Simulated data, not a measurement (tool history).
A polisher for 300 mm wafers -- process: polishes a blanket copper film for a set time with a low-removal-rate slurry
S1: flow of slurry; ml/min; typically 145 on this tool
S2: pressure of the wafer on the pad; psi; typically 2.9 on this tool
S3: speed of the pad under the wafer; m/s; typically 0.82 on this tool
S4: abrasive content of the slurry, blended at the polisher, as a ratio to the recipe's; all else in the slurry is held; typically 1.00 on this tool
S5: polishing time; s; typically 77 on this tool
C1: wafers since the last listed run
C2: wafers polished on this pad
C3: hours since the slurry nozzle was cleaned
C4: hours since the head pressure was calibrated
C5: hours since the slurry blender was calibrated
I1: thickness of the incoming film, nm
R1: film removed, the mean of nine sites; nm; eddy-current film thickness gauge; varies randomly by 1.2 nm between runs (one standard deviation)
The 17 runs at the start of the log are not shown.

Run 18, day 8.146: usual settings but S5 60 s; C1 157; C2 475; C3 29.0; C4 929.2; C5 23.8; I1 1139.5. Result: R1 123.8 nm.
Run 19, day 8.733: usual settings; C1 167; C2 642; C3 43.1; C4 943.3; C5 37.9; I1 1110.3. Result: R1 157.8 nm.
Run 20, day 9.271: usual settings but S2 3.2 psi, S3 1.04 m/s, S5 65 s; C1 153; C2 796; C3 56.0; C4 956.2; C5 50.8; I1 1123.4. Result: R1 174.2 nm.
Run 21, day 9.596: usual settings but S2 2.3 psi; C1 92; C2 888; C3 63.8; C4 964.0; C5 58.6; I1 1131.1. Result: R1 135.8 nm.
Run 22, day 10.088: usual settings but S3 1.04 m/s; C1 140; C2 1028; C3 75.6; C4 975.8; C5 70.4; I1 1106.4. Result: R1 194.6 nm.
At day 10.488: head pressure recalibrated.
At day 10.729: worn pad replaced by a new one.
Run 23, day 10.821: usual settings but S4 1.25; C1 137; C2 25; C3 93.2; C4 8.0; C5 88.0; I1 1139.8. Result: R1 176.2 nm.
Run 24, day 11.225: usual settings but S4 1.25; C1 115; C2 140; C3 102.9; C4 17.7; C5 97.7; I1 1118.0. Result: R1 177.7 nm.
Run 25, day 11.788: usual settings but S1 180 ml/min; C1 160; C2 301; C3 116.4; C4 31.2; C5 111.2; I1 1146.0. Result: R1 177.2 nm.
At day 13.338: slurry blender recalibrated.
Run 26, day 13.525: usual settings but S1 100 ml/min, S2 2.3 psi, S3 0.70 m/s, S5 84 s; C1 471; C2 772; C3 158.1; C4 72.9; C5 4.5; I1 1125.7. Result: R1 131.1 nm.
Run 27, day 14.183: usual settings but S2 2.4 psi, S3 0.94 m/s, S5 63 s; C1 187; C2 960; C3 173.9; C4 88.7; C5 20.3; I1 1135.4. Result: R1 138.6 nm.
Run 28, day 14.675: usual settings but S2 3.7 psi; C1 140; C2 1100; C3 185.7; C4 100.5; C5 32.1; I1 1117.2. Result: R1 203.2 nm.
Run 29, day 15.042: usual settings but S5 103 s; C1 104; C2 1204; C3 194.5; C4 109.3; C5 40.9; I1 1112.7. Result: R1 232.2 nm.
Run 30, day 15.517: usual settings but S3 0.68 m/s, S4 1.30, S5 90 s; C1 135; C2 1340; C3 205.9; C4 120.7; C5 52.3; I1 1139.9. Result: R1 177.8 nm.

Predict each of these 4 candidate next runs independently; none follows another, all start after run 30:
Run A, day 15.533: usual settings; C1 4; C2 1344; C3 206.3; C4 121.1; C5 52.7; I1 1115.3. Result: R1 ?.
Run B, day 15.533: usual settings but S4 1.30, S5 101 s; C1 4; C2 1344; C3 206.3; C4 121.1; C5 52.7; I1 1115.3. Result: R1 ?.
Run C, day 15.533: usual settings but S2 3.4 psi, S3 0.56 m/s, S5 96 s; C1 4; C2 1344; C3 206.3; C4 121.1; C5 52.7; I1 1115.3. Result: R1 ?.
Run D, day 15.533: usual settings but S4 1.10, S5 95 s; C1 4; C2 1344; C3 206.3; C4 121.1; C5 52.7; I1 1115.3. Result: R1 ?.

run     R1
  A  170.8
  B  234.1
  C  175.3
  D  214.0
With the hidden condition removed and each run's random variation left untouched, the same runs would have given:
run     R1
  A  171.4
  B  235.0
  C  176.0
  D  214.8
